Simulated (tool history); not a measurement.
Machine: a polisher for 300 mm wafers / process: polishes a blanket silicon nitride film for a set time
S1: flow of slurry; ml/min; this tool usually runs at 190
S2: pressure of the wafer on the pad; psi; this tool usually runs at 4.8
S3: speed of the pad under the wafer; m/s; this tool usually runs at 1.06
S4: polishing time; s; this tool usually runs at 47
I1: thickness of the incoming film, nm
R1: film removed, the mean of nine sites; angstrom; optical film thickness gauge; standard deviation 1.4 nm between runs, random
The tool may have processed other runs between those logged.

run   hour   S1   S2    S3  S4     I1    R1
  1    0.0  190  6.0  1.06  47  649.4  1233
  2   13.4  190  6.0  1.06  47  650.7  1194
  3   30.9  190  4.8  1.06  47  652.2  1028
  4   41.9  190  4.8  1.06  47  646.5  1053
      47.0  -- worn pad replaced by a new one
  5   48.8  190  4.8  1.06  47  648.1  1037
  6   65.4  190  4.8  1.06  47  650.4  1054
  7   73.4  190  4.8  1.06  47  645.3  1063
  8   86.5  190  4.8  1.06  41  657.8   933
  9   92.9  190  4.8  1.06  47  652.1  1034
 10  106.3  190  4.8  1.06  47  640.8  1043
 11  123.6  190  4.8  1.06  47  635.9  1056
 12  139.7  190  4.8  1.06  47  654.6  1054
 13  150.8  235  4.8  1.06  42  640.5   993
     161.7  -- worn pad replaced by a new one
 14  162.2  235  4.8  1.06  42  641.7   967
 15  176.5  190  4.8  1.06  47  642.7  1028
 16  190.4  190  4.8  1.06  47  656.4  1052
 17  201.5  170  5.9  0.70  35  658.6   666
     209.5  -- head pressure recalibrated
 18  219.0  190  4.8  1.06  32  653.8   715
 19  226.2  130  3.5  1.06  47  652.6   828
 20  244.2  230  4.8  1.30  32  656.8   833
 21  251.9  190  4.8  1.06  47  649.7  1078
 22  268.9  190  4.8  1.06  47  654.1  1035
     287.7  -- worn pad replaced by a new one
 23  288.2  210  4.8  1.36  47  650.4  1267
 24  293.8  190  4.2  1.06  47  658.9   995
     307.9  -- slurry nozzle cleaned
 25  310.2  190  4.8  1.06  57  644.5  1276
 26  327.0  190  4.8  1.06  39  643.4   849
 27  341.8  190  4.8  1.06  47  653.9  1076
 28  375.7  210  5.4  0.84  41  657.0   861
 29  385.8  190  4.8  1.06  47  646.3  1067
 30  393.2  250  4.8  1.38  47  657.1  1300
 31  404.2  150  5.8  1.22  59  652.4  1594
     420.0  -- worn pad replaced by a new one
 32  420.5  145  4.8  1.22  47  645.6  1096

Consider 3 possible next runs. They are alternatives, not a sequence: every one starts from the tool as it was left by run 32. What does each give?
  A  420.9  190  4.8  0.74  47  649.9   ?
  B  420.9  190  5.4  1.06  36  649.9   ?
  C  420.9  235  6.0  1.06  61  649.9   ?

run    R1
  A   831
  B   857
  C  1598
With no hidden state in the tool, these same runs would have given:
run    R1
  A   831
  B   857
  C  1598

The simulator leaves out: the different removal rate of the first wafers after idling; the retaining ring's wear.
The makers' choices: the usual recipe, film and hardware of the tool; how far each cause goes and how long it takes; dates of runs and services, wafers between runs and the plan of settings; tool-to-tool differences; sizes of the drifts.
